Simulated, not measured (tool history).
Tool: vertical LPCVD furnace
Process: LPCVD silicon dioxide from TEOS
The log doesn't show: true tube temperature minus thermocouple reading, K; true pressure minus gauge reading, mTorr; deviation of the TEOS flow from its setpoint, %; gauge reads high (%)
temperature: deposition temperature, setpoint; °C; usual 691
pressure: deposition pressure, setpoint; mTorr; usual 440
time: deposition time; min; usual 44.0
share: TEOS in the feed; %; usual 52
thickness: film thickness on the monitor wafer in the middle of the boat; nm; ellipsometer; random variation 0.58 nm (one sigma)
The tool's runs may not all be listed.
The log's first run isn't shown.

| run | hour | temperature | pressure | time | share | wafers since the last listed run | hours since the last temperature calibration | hours since the pressure gauge was zeroed | hours since the TEOS flow controller was replaced | hours since the gauge calibration | read-back reference wafer on the same gauge, thickness | thickness |
|---|---|---|---|---|---|---|---|---|---|---|---|---|
| 2 | 58.5 | 691 | 440 | 44.0 | 52 | 890 | 2974.7 | 2334.5 | 4218.0 | 663.0 | 284.10 | 281.01 |
| 3 | 116.6 | 691 | 440 | 44.0 | 58 | 884 | 3032.8 | 2392.6 | 4276.1 | 721.1 | 284.15 | 296.54 |
| 4 | 144.8 | 691 | 440 | 44.0 | 52 | 429 | 3061.0 | 2420.8 | 4304.3 | 749.3 | 284.02 | 281.12 |
| 5 | 186.5 | 691 | 440 | 44.0 | 52 | 634 | 3102.7 | 2462.5 | 4346.0 | 791.0 | 283.98 | 281.68 |
| 6 | 240.6 | 700 | 440 | 44.0 | 52 | 823 | 3156.8 | 2516.6 | 4400.1 | 845.1 | 284.21 | 348.23 |
| 7 | 270.2 | 700 | 440 | 44.0 | 52 | 450 | 3186.4 | 2546.2 | 4429.7 | 874.7 | 284.05 | 347.91 |
| 8 | 312.4 | 691 | 365 | 44.0 | 52 | 642 | 3228.6 | 2588.4 | 4471.9 | 916.9 | 284.38 | 256.98 |
| 9 | 376.7 | 691 | 440 | 44.0 | 52 | 978 | 3292.9 | 2652.7 | 4536.2 | 981.2 | 283.98 | 281.38 |
| 10 | 447.3 | 691 | 440 | 44.0 | 52 | 1074 | 3363.5 | 2723.3 | 4606.8 | 1051.8 | 284.03 | 282.92 |
| 11 | 509.1 | 691 | 500 | 44.0 | 60 | 940 | 3425.3 | 2785.1 | 4668.6 | 1113.6 | 283.98 | 322.22 |
| 12 | 573.4 | 691 | 440 | 44.0 | 52 | 978 | 3489.6 | 2849.4 | 4732.9 | 1177.9 | 284.02 | 280.58 |
|  | 739.8 | TEOS flow controller replaced |
| 13 | 744.2 | 691 | 440 | 44.0 | 52 | 2234 | 3660.4 | 3020.2 | 4.4 | 1348.7 | 283.87 | 282.26 |
| 14 | 807.1 | 679 | 400 | 38.0 | 58 | 957 | 3723.3 | 3083.1 | 67.3 | 1411.6 | 284.18 | 184.79 |
| 15 | 856.2 | 691 | 440 | 44.0 | 52 | 747 | 3772.4 | 3132.2 | 116.4 | 1460.7 | 284.03 | 282.46 |
| 16 | 881.1 | 696 | 495 | 44.0 | 52 | 378 | 3797.3 | 3157.1 | 141.3 | 1485.6 | 283.92 | 336.03 |
| 17 | 950.5 | 679 | 500 | 58.0 | 59 | 1056 | 3866.7 | 3226.5 | 210.7 | 1555.0 | 284.11 | 317.28 |
| 18 | 987.5 | 691 | 440 | 44.0 | 44 | 563 | 3903.7 | 3263.5 | 247.7 | 1592.0 | 284.13 | 260.22 |
|  | 1033.0 | gauge calibrated |
| 19 | 1051.8 | 699 | 440 | 44.0 | 52 | 978 | 3968.0 | 3327.8 | 312.0 | 18.8 | 283.95 | 341.29 |
|  | 1101.4 | thermocouples replaced and temperature profile calibrated |
| 20 | 1118.1 | 691 | 440 | 44.0 | 52 | 643 | 16.7 | 3394.1 | 378.3 | 85.1 | 284.21 | 282.89 |
|  | 1144.9 | pressure gauge zeroed |
| 21 | 1155.0 | 695 | 440 | 44.0 | 52 | 196 | 53.6 | 10.1 | 415.2 | 122.0 | 283.90 | 304.46 |
| 22 | 1189.9 | 691 | 440 | 44.0 | 52 | 531 | 88.5 | 45.0 | 450.1 | 156.9 | 283.85 | 277.92 |
| 23 | 1258.9 | 691 | 405 | 61.5 | 60 | 1050 | 157.5 | 114.0 | 519.1 | 225.9 | 283.94 | 400.20 |
| 24 | 1292.6 | 691 | 500 | 44.0 | 60 | 512 | 191.2 | 147.7 | 552.8 | 259.6 | 284.11 | 317.84 |
| 25 | 1335.4 | 695 | 440 | 39.5 | 57 | 651 | 234.0 | 190.5 | 595.6 | 302.4 | 283.97 | 287.39 |

Forecast run 26:
| 26 | 1391.3 | 691 | 440 | 44.0 | 52 | 850 | 289.9 | 246.4 | 651.5 | 358.3 | ? | ? |

{"run 26": {"read-back reference wafer on the same gauge, thickness": 283.73, "thickness": 276.93}}
Without the tool's hidden state the same run would have given thickness 276.15 nm.
